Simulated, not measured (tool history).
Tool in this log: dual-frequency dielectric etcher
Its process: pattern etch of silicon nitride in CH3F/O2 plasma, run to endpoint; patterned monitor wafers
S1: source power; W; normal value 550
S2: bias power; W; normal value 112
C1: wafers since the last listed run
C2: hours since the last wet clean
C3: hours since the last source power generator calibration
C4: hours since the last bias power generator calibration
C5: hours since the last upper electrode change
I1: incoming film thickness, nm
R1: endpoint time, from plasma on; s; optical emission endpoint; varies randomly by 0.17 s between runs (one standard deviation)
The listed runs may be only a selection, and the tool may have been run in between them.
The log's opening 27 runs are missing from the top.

run 28 hour=414.2 | S1=550 S2=112 | C1=83 C2=114.0 C3=305.6 C4=269.5 C5=256.3 | I1=56.8 | R1=44.8
run 29 hour=423.3 | S1=620 S2=132 | C1=48 C2=123.1 C3=314.7 C4=278.6 C5=265.4 | I1=56.9 | R1=39.7
run 30 hour=438.4 | S1=440 S2=140 | C1=80 C2=138.2 C3=329.8 C4=293.7 C5=280.5 | I1=56.5 | R1=46.1
run 31 hour=454.9 | S1=550 S2=112 | C1=87 C2=154.7 C3=346.3 C4=310.2 C5=297.0 | I1=57.3 | R1=45.7
run 32 hour=465.4 | S1=430 S2=96 | C1=55 C2=165.2 C3=356.8 C4=320.7 C5=307.5 | I1=56.6 | R1=54.3
run 33 hour=479.9 | S1=500 S2=112 | C1=77 C2=179.7 C3=371.3 C4=335.2 C5=322.0 | I1=56.9 | R1=47.2
run 34 hour=497.4 | S1=600 S2=89 | C1=93 C2=197.2 C3=388.8 C4=352.7 C5=339.5 | I1=56.8 | R1=46.7
run 35 hour=508.7 | S1=550 S2=112 | C1=60 C2=208.5 C3=400.1 C4=364.0 C5=350.8 | I1=56.4 | R1=44.7

What if the next run were any one of these 4? Each begins from the tool's condition after run 35:
run A hour=509.2 | S1=550 S2=112 | C1=2 C2=209.0 C3=400.6 C4=364.5 C5=351.3 | I1=57.1 | R1=?
run B hour=509.2 | S1=550 S2=131 | C1=2 C2=209.0 C3=400.6 C4=364.5 C5=351.3 | I1=57.1 | R1=?
run C hour=509.2 | S1=490 S2=112 | C1=2 C2=209.0 C3=400.6 C4=364.5 C5=351.3 | I1=57.1 | R1=?
run D hour=509.2 | S1=660 S2=104 | C1=2 C2=209.0 C3=400.6 C4=364.5 C5=351.3 | I1=57.1 | R1=?

run=A R1=44.8
run=B R1=42.2
run=C R1=47.5
run=D R1=42.1
With no hidden state in the tool, these same runs would have given:
run=A R1=45.0
run=B R1=42.5
run=C R1=47.8
run=D R1=42.3

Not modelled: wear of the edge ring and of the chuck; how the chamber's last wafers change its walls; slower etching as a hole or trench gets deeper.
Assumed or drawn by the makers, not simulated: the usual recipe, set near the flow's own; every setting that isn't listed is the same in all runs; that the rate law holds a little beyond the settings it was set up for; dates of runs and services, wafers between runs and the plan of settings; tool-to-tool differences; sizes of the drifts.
